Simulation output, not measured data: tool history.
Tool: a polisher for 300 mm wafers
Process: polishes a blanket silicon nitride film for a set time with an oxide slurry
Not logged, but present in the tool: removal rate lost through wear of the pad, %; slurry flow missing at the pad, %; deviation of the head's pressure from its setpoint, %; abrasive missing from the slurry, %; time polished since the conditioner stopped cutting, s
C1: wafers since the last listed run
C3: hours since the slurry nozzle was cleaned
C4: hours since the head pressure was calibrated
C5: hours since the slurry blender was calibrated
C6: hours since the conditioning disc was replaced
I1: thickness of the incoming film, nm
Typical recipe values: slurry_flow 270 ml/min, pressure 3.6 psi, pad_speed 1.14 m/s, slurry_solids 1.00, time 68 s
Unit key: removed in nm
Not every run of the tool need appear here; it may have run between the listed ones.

Run 1, hour 0.0: usual settings but time 74 s; C1 0; wafers polished on this pad 6811; C3 752.5; C4 327.6; C5 288.7; C6 164.3; I1 518.8. Result: removed 40.6 nm.
At hour 8.4: worn pad replaced by a new one.
At hour 34.5: slurry nozzle cleaned.
Run 2, hour 101.2: usual settings but slurry_flow 230 ml/min; C1 1279; wafers polished on this pad 1221; C3 66.7; C4 428.8; C5 389.9; C6 265.5; I1 515.6. Result: removed 41.5 nm.
Run 3, hour 126.6: usual settings; C1 337; wafers polished on this pad 1559; C3 92.1; C4 454.2; C5 415.3; C6 290.9; I1 519.9. Result: removed 40.9 nm.
Run 4, hour 165.3: usual settings but slurry_flow 240 ml/min, pressure 3.0 psi, pad_speed 1.36 m/s, slurry_solids 1.15; C1 514; wafers polished on this pad 2073; C3 130.8; C4 492.9; C5 454.0; C6 329.6; I1 513.1. Result: removed 40.3 nm.
Run 5, hour 200.1: usual settings but pad_speed 0.94 m/s; C1 462; wafers polished on this pad 2536; C3 165.6; C4 527.7; C5 488.8; C6 364.4; I1 529.7. Result: removed 36.9 nm.
Run 6, hour 232.3: usual settings but slurry_flow 245 ml/min, pressure 4.5 psi, pad_speed 1.52 m/s; C1 428; wafers polished on this pad 2965; C3 197.8; C4 559.9; C5 521.0; C6 396.6; I1 520.1. Result: removed 58.5 nm.
At hour 251.3: head pressure recalibrated.
At hour 267.6: slurry blender recalibrated.
Run 7, hour 420.4: usual settings but pressure 3.9 psi, pad_speed 0.82 m/s, slurry_solids 1.25, time 48 s; C1 2448; wafers polished on this pad 5413; C3 385.9; C4 169.1; C5 152.8; C6 584.7; I1 520.0. Result: removed 28.1 nm.
At hour 454.3: conditioning disc replaced and pad reconditioned.
Run 8, hour 470.2: usual settings but pad_speed 1.32 m/s; C1 635; wafers polished on this pad 6049; C3 435.7; C4 218.9; C5 202.6; C6 15.9; I1 521.3. Result: removed 43.8 nm.
At hour 503.2: worn pad replaced by a new one, of another model than before.
Run 9, hour 525.9: usual settings but slurry_flow 225 ml/min, pad_speed 1.48 m/s; C1 687; wafers polished on this pad 301; C3 491.4; C4 274.6; C5 258.3; C6 71.6; I1 523.2. Result: removed 49.7 nm.
Run 10, hour 573.6: usual settings but pressure 2.6 psi, time 54 s; C1 634; wafers polished on this pad 936; C3 539.1; C4 322.3; C5 306.0; C6 119.3; I1 524.0. Result: removed 25.9 nm.
Run 11, hour 599.0: usual settings; C1 337; wafers polished on this pad 1273; C3 564.5; C4 347.7; C5 331.4; C6 144.7; I1 527.1. Result: removed 40.4 nm.
Run 12, hour 629.5: usual settings but pressure 4.3 psi; C1 405; wafers polished on this pad 1679; C3 595.0; C4 378.2; C5 361.9; C6 175.2; I1 520.2. Result: removed 44.5 nm.
Run 13, hour 683.4: usual settings but slurry_flow 210 ml/min; C1 716; wafers polished on this pad 2396; C3 648.9; C4 432.1; C5 415.8; C6 229.1; I1 512.8. Result: removed 39.6 nm.
At hour 688.5: slurry blender recalibrated.
Run 14, hour 714.4: usual settings but pressure 2.5 psi; C1 385; wafers polished on this pad 2782; C3 679.9; C4 463.1; C5 25.9; C6 260.1; I1 512.3. Result: removed 31.8 nm.
Run 15, hour 767.0: usual settings but pad_speed 1.38 m/s, time 80 s; C1 699; wafers polished on this pad 3481; C3 732.5; C4 515.7; C5 78.5; C6 312.7; I1 518.7. Result: removed 55.3 nm.
At hour 769.1: slurry nozzle cleaned.
At hour 797.5: head pressure recalibrated.
Run 16, hour 833.6: usual settings but slurry_flow 360 ml/min, pressure 4.6 psi, pad_speed 1.38 m/s, slurry_solids 1.25; C1 845; wafers polished on this pad 4327; C3 64.5; C4 36.1; C5 145.1; C6 379.3; I1 512.7. Result: removed 64.0 nm.
Run 17, hour 858.6: usual settings; C1 332; wafers polished on this pad 4660; C3 89.5; C4 61.1; C5 170.1; C6 404.3; I1 515.5. Result: removed 41.2 nm.
Run 18, hour 912.5: usual settings; C1 716; wafers polished on this pad 5377; C3 143.4; C4 115.0; C5 224.0; C6 458.2; I1 521.8. Result: removed 40.8 nm.
At hour 958.0: conditioning disc replaced and pad reconditioned.
At hour 977.0: worn pad replaced by a new one.
Run 19, hour 982.7: usual settings but time 55 s; C1 853; wafers polished on this pad 75; C3 213.6; C4 185.2; C5 294.2; C6 24.7; I1 522.1. Result: removed 32.9 nm.
Run 20, hour 1008.9: usual settings but slurry_flow 195 ml/min, pressure 4.1 psi, pad_speed 1.38 m/s, slurry_solids 0.90; C1 348; wafers polished on this pad 424; C3 239.8; C4 211.4; C5 320.4; C6 50.9; I1 519.5. Result: removed 48.2 nm.
Run 21, hour 1039.7: usual settings but slurry_flow 240 ml/min, pressure 3.0 psi, pad_speed 1.36 m/s, slurry_solids 1.15; C1 409; wafers polished on this pad 833; C3 270.6; C4 242.2; C5 351.2; C6 81.7; I1 513.7. Result: removed 44.3 nm.
Run 22, hour 1071.8: usual settings; C1 426; wafers polished on this pad 1260; C3 302.7; C4 274.3; C5 383.3; C6 113.8; I1 530.2. Result: removed 41.9 nm.
At hour 1101.2: slurry blender recalibrated.
Run 23, hour 1133.5: usual settings but pressure 3.1 psi, slurry_solids 1.25; C1 794; wafers polished on this pad 2054; C3 364.4; C4 336.0; C5 32.3; C6 175.5; I1 525.4. Result: removed 40.9 nm.
Run 24, hour 1174.1: usual settings but slurry_flow 315 ml/min, pad_speed 1.50 m/s, time 82 s; C1 540; wafers polished on this pad 2594; C3 405.0; C4 376.6; C5 72.9; C6 216.1; I1 513.9. Result: removed 61.9 nm.
Run 25, hour 1198.9: usual settings but slurry_solids 0.90; C1 329; wafers polished on this pad 2924; C3 429.8; C4 401.4; C5 97.7; C6 240.9; I1 523.4. Result: removed 38.2 nm.
At hour 1328.6: head pressure recalibrated.
Run 26, hour 1367.3: usual settings; C1 2213; wafers polished on this pad 5137; C3 598.2; C4 38.7; C5 266.1; C6 409.3; I1 512.8. Result: removed 39.9 nm.

Each row is a separate what-if for the run after 26, all from the same tool condition, not one after another. Results?
Run A, hour 1367.7: usual settings; C1 5; wafers polished on this pad 5143; C3 598.6; C4 39.1; C5 266.5; C6 409.7; I1 519.5. Result: removed ?.
Run B, hour 1367.7: usual settings but slurry_flow 340 ml/min, pad_speed 0.74 m/s, time 56 s; C1 5; wafers polished on this pad 5143; C3 598.6; C4 39.1; C5 266.5; C6 409.7; I1 519.5. Result: removed ?.
Run C, hour 1367.7: usual settings but pressure 3.0 psi, pad_speed 0.94 m/s; C1 5; wafers polished on this pad 5143; C3 598.6; C4 39.1; C5 266.5; C6 409.7; I1 519.5. Result: removed ?.

run  removed
  A     39.7
  B     22.8
  C     29.9
Stripped of hidden state, with their random variation kept, the same runs would have yielded:
run  removed
  A     40.6
  B     23.3
  C     30.5
